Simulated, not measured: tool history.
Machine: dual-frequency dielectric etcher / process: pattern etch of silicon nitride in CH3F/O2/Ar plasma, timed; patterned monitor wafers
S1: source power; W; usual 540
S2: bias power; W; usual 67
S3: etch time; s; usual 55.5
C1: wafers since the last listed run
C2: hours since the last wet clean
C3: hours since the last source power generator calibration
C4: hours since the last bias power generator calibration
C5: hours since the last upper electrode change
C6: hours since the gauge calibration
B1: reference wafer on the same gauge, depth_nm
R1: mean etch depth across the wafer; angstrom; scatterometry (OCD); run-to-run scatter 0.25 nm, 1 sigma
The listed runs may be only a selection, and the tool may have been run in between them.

run 1 hour=0.0 | S1=540 S2=67 S3=55.5 | C1=0 C2=368.7 C3=2033.5 C4=2310.9 C5=4320.4 C6=4.3 | B1=39.18 | R1=415.7
-- hour=4.7 wet clean of the chamber
run 2 hour=55.1 | S1=540 S2=67 S3=55.5 | C1=607 C2=50.4 C3=2088.6 C4=2366.0 C5=4375.5 C6=59.4 | B1=39.11 | R1=411.5
run 3 hour=110.4 | S1=540 S2=67 S3=55.5 | C1=666 C2=105.7 C3=2143.9 C4=2421.3 C5=4430.8 C6=114.7 | B1=39.10 | R1=415.9
run 4 hour=152.0 | S1=540 S2=80 S3=55.5 | C1=501 C2=147.3 C3=2185.5 C4=2462.9 C5=4472.4 C6=156.3 | B1=39.15 | R1=435.5
run 5 hour=176.3 | S1=540 S2=80 S3=55.5 | C1=292 C2=171.6 C3=2209.8 C4=2487.2 C5=4496.7 C6=180.6 | B1=39.12 | R1=437.6
run 6 hour=217.8 | S1=540 S2=80 S3=55.5 | C1=500 C2=213.1 C3=2251.3 C4=2528.7 C5=4538.2 C6=222.1 | B1=39.19 | R1=442.9
run 7 hour=283.5 | S1=540 S2=67 S3=55.5 | C1=791 C2=278.8 C3=2317.0 C4=2594.4 C5=4603.9 C6=287.8 | B1=39.06 | R1=413.5
run 8 hour=314.0 | S1=540 S2=67 S3=55.5 | C1=367 C2=309.3 C3=2347.5 C4=2624.9 C5=4634.4 C6=318.3 | B1=39.10 | R1=419.2
run 9 hour=357.1 | S1=590 S2=67 S3=55.5 | C1=519 C2=352.4 C3=2390.6 C4=2668.0 C5=4677.5 C6=361.4 | B1=39.06 | R1=435.1
-- hour=409.8 wet clean of the chamber
run 10 hour=418.7 | S1=590 S2=67 S3=55.5 | C1=453 C2=8.9 C3=2452.2 C4=2729.6 C5=4739.1 C6=423.0 | B1=39.01 | R1=427.2
run 11 hour=487.4 | S1=590 S2=67 S3=55.5 | C1=827 C2=77.6 C3=2520.9 C4=2798.3 C5=4807.8 C6=491.7 | B1=39.09 | R1=433.6
run 12 hour=544.7 | S1=540 S2=67 S3=55.5 | C1=690 C2=134.9 C3=2578.2 C4=2855.6 C5=4865.1 C6=549.0 | B1=39.12 | R1=411.0
-- hour=576.8 bias power generator calibrated
run 13 hour=593.6 | S1=540 S2=67 S3=55.5 | C1=541 C2=183.8 C3=2627.1 C4=16.8 C5=4914.0 C6=597.9 | B1=38.99 | R1=413.4
run 14 hour=665.1 | S1=630 S2=67 S3=55.5 | C1=861 C2=255.3 C3=2698.6 C4=88.3 C5=4985.5 C6=669.4 | B1=39.04 | R1=440.7
-- hour=715.8 wet clean of the chamber
-- hour=720.8 upper electrode replaced
run 15 hour=721.3 | S1=620 S2=67 S3=55.5 | C1=327 C2=5.5 C3=2754.8 C4=144.5 C5=0.5 C6=725.6 | B1=39.08 | R1=444.1

Predict the results of run 16:
run 16 hour=746.6 | S1=540 S2=67 S3=55.5 | C1=304 C2=30.8 C3=2780.1 C4=169.8 C5=25.8 C6=750.9 | B1=? | R1=?

B1: 39.03
R1: 417.4 angstrom
If the tool had no hidden condition, the same run with the same run-to-run variation would have returned R1 417.4 angstrom.

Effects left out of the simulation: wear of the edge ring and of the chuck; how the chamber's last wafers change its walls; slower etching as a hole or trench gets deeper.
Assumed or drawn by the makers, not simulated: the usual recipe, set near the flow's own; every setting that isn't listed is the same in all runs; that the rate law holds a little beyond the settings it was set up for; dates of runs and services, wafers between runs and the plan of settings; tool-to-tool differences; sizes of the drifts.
